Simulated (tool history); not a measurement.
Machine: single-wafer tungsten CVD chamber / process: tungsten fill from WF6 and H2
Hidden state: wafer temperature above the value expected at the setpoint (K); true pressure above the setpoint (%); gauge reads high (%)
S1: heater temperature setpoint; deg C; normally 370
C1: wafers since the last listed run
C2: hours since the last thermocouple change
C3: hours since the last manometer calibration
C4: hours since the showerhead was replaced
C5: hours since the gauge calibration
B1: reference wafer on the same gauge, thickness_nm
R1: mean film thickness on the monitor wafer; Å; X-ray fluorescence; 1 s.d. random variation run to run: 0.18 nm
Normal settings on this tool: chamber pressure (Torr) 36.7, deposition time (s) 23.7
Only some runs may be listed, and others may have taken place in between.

run 1 hour=0.0 | S1=370 chamber_pressure_(Torr)=36.7 deposition_time_(s)=23.7 | C1=0 C2=542.8 C3=953.3 C4=6298.7 C5=418.1 | B1=33.676 | R1=398.32
run 2 hour=20.7 | S1=370 chamber_pressure_(Torr)=36.7 deposition_time_(s)=23.7 | C1=526 C2=563.5 C3=974.0 C4=6319.4 C5=438.8 | B1=33.693 | R1=401.55
run 3 hour=42.1 | S1=370 chamber_pressure_(Torr)=36.7 deposition_time_(s)=23.7 | C1=544 C2=584.9 C3=995.4 C4=6340.8 C5=460.2 | B1=33.743 | R1=401.34
run 4 hour=68.3 | S1=370 chamber_pressure_(Torr)=31.8 deposition_time_(s)=22.3 | C1=666 C2=611.1 C3=1021.6 C4=6367.0 C5=486.4 | B1=33.710 | R1=334.10
run 5 hour=88.4 | S1=370 chamber_pressure_(Torr)=31.8 deposition_time_(s)=22.3 | C1=510 C2=631.2 C3=1041.7 C4=6387.1 C5=506.5 | B1=33.711 | R1=335.05
run 6 hour=188.7 | S1=370 chamber_pressure_(Torr)=39.0 deposition_time_(s)=21.8 | C1=2549 C2=731.5 C3=1142.0 C4=6487.4 C5=606.8 | B1=33.733 | R1=389.51
run 7 hour=205.2 | S1=370 chamber_pressure_(Torr)=39.0 deposition_time_(s)=21.8 | C1=419 C2=748.0 C3=1158.5 C4=6503.9 C5=623.3 | B1=33.697 | R1=388.06
run 8 hour=235.9 | S1=370 chamber_pressure_(Torr)=41.4 deposition_time_(s)=23.7 | C1=780 C2=778.7 C3=1189.2 C4=6534.6 C5=654.0 | B1=33.656 | R1=439.98
run 9 hour=270.7 | S1=370 chamber_pressure_(Torr)=41.4 deposition_time_(s)=23.7 | C1=884 C2=813.5 C3=1224.0 C4=6569.4 C5=688.8 | B1=33.707 | R1=438.59
run 10 hour=301.5 | S1=370 chamber_pressure_(Torr)=41.4 deposition_time_(s)=23.7 | C1=783 C2=844.3 C3=1254.8 C4=6600.2 C5=719.6 | B1=33.674 | R1=440.54
run 11 hour=321.9 | S1=370 chamber_pressure_(Torr)=36.7 deposition_time_(s)=23.7 | C1=518 C2=864.7 C3=1275.2 C4=6620.6 C5=740.0 | B1=33.741 | R1=402.44
-- hour=351.3 gauge calibrated
run 12 hour=353.3 | S1=370 chamber_pressure_(Torr)=36.7 deposition_time_(s)=23.7 | C1=798 C2=896.1 C3=1306.6 C4=6652.0 C5=2.0 | B1=33.707 | R1=404.38
-- hour=377.2 showerhead replaced
run 13 hour=386.1 | S1=362 chamber_pressure_(Torr)=27.8 deposition_time_(s)=20.1 | C1=630 C2=928.9 C3=1339.4 C4=8.9 C5=34.8 | B1=33.734 | R1=220.99
-- hour=398.3 capacitance manometer re-zeroed and calibrated
run 14 hour=419.8 | S1=355 chamber_pressure_(Torr)=45.2 deposition_time_(s)=21.3 | C1=653 C2=962.6 C3=21.5 C4=42.6 C5=68.5 | B1=33.727 | R1=293.91
run 15 hour=435.5 | S1=370 chamber_pressure_(Torr)=36.7 deposition_time_(s)=23.7 | C1=399 C2=978.3 C3=37.2 C4=58.3 C5=84.2 | B1=33.697 | R1=403.90
-- hour=456.3 thermocouple changed; heater temperature recalibrated
run 16 hour=456.8 | S1=360 chamber_pressure_(Torr)=45.3 deposition_time_(s)=28.2 | C1=338 C2=0.5 C3=58.5 C4=79.6 C5=105.5 | B1=33.696 | R1=440.56
run 17 hour=463.6 | S1=381 chamber_pressure_(Torr)=30.8 deposition_time_(s)=27.8 | C1=172 C2=7.3 C3=65.3 C4=86.4 C5=112.3 | B1=33.709 | R1=519.72
run 18 hour=495.4 | S1=370 chamber_pressure_(Torr)=36.7 deposition_time_(s)=20.4 | C1=808 C2=39.1 C3=97.1 C4=118.2 C5=144.1 | B1=33.674 | R1=345.64
run 19 hour=525.8 | S1=370 chamber_pressure_(Torr)=32.9 deposition_time_(s)=26.5 | C1=772 C2=69.5 C3=127.5 C4=148.6 C5=174.5 | B1=33.688 | R1=410.10
run 20 hour=548.3 | S1=370 chamber_pressure_(Torr)=36.7 deposition_time_(s)=23.7 | C1=572 C2=92.0 C3=150.0 C4=171.1 C5=197.0 | B1=33.702 | R1=401.84
run 21 hour=579.0 | S1=358 chamber_pressure_(Torr)=40.0 deposition_time_(s)=23.7 | C1=780 C2=122.7 C3=180.7 C4=201.8 C5=227.7 | B1=33.713 | R1=323.62
run 22 hour=611.4 | S1=366 chamber_pressure_(Torr)=45.7 deposition_time_(s)=27.6 | C1=823 C2=155.1 C3=213.1 C4=234.2 C5=260.1 | B1=33.748 | R1=494.17
run 23 hour=642.3 | S1=357 chamber_pressure_(Torr)=36.7 deposition_time_(s)=22.4 | C1=785 C2=186.0 C3=244.0 C4=265.1 C5=291.0 | B1=33.748 | R1=280.40
run 24 hour=665.4 | S1=363 chamber_pressure_(Torr)=44.5 deposition_time_(s)=22.4 | C1=587 C2=209.1 C3=267.1 C4=288.2 C5=314.1 | B1=33.690 | R1=373.42
run 25 hour=692.4 | S1=382 chamber_pressure_(Torr)=41.2 deposition_time_(s)=19.2 | C1=686 C2=236.1 C3=294.1 C4=315.2 C5=341.1 | B1=33.660 | R1=460.67

What the log doesn't show, run by run:
wafer temperature above the value expected at the setpoint (K): 0 across all the runs
true pressure above the setpoint (%): 0 across all the runs
gauge reads high (%): 0 across all the runs
